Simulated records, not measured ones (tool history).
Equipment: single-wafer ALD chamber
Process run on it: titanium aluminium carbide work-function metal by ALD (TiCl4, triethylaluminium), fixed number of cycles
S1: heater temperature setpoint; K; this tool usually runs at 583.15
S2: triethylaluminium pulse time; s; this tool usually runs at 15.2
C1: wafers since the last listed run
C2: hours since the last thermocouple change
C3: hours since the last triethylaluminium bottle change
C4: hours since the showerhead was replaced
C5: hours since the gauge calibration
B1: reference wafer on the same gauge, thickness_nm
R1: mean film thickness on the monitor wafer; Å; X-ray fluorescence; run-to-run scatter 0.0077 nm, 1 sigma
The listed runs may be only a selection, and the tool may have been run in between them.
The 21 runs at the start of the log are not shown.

run 22 day=43.558 | S1=583.15 S2=15.2 | C1=465 C2=2353.4 C3=1542.1 C4=6909.7 C5=138.4 | B1=2.328 | R1=20.39
-- day=45.371 thermocouple changed; heater temperature recalibrated
run 23 day=45.392 | S1=590.15 S2=11.8 | C1=248 C2=0.5 C3=1586.1 C4=6953.7 C5=182.4 | B1=2.331 | R1=21.17
-- day=46.458 showerhead replaced
run 24 day=46.479 | S1=583.15 S2=15.2 | C1=125 C2=26.6 C3=1612.2 C4=0.5 C5=208.5 | B1=2.33 | R1=20.69
-- day=47.762 triethylaluminium bottle replaced
run 25 day=48.542 | S1=583.15 S2=15.2 | C1=286 C2=76.1 C3=18.7 C4=50 C5=258 | B1=2.329 | R1=20.65
run 26 day=49.8 | S1=574.15 S2=18.76 | C1=208 C2=106.3 C3=48.9 C4=80.2 C5=288.2 | B1=2.331 | R1=20.19
run 27 day=52.654 | S1=577.15 S2=19.11 | C1=473 C2=174.8 C3=117.4 C4=148.7 C5=356.7 | B1=2.328 | R1=20.24
run 28 day=54.346 | S1=583.15 S2=19.72 | C1=280 C2=215.4 C3=158 C4=189.3 C5=397.3 | B1=2.329 | R1=20.89
run 29 day=56.021 | S1=583.15 S2=15.2 | C1=277 C2=255.6 C3=198.2 C4=229.5 C5=437.5 | B1=2.331 | R1=20.57
run 30 day=57.362 | S1=587.15 S2=19.89 | C1=222 C2=287.8 C3=230.4 C4=261.7 C5=469.7 | B1=2.332 | R1=21.16
run 31 day=59.279 | S1=583.15 S2=15.2 | C1=317 C2=333.8 C3=276.4 C4=307.7 C5=515.7 | B1=2.329 | R1=20.58
run 32 day=61.633 | S1=576.15 S2=17.23 | C1=390 C2=390.3 C3=332.9 C4=364.2 C5=572.2 | B1=2.33 | R1=20.25
run 33 day=64.396 | S1=583.15 S2=15.2 | C1=458 C2=456.6 C3=399.2 C4=430.5 C5=638.5 | B1=2.33 | R1=20.61
run 34 day=65.425 | S1=588.15 S2=10.72 | C1=170 C2=481.3 C3=423.9 C4=455.2 C5=663.2 | B1=2.33 | R1=20.83

Branching from run 34: 3 alternative next runs. What would each branch give?
run A day=65.442 | S1=583.15 S2=15.2 | C1=2 C2=481.7 C3=424.3 C4=455.6 C5=663.6 | B1=? | R1=?
run B day=65.442 | S1=583.15 S2=21.16 | C1=2 C2=481.7 C3=424.3 C4=455.6 C5=663.6 | B1=? | R1=?
run C day=65.442 | S1=571.15 S2=15.2 | C1=2 C2=481.7 C3=424.3 C4=455.6 C5=663.6 | B1=? | R1=?

run=A B1=2.332 R1=20.67
run=B B1=2.332 R1=20.74
run=C B1=2.332 R1=19.75
Without the tool's hidden state the same runs would have given:
run=A R1=20.89
run=B R1=20.97
run=C R1=19.97
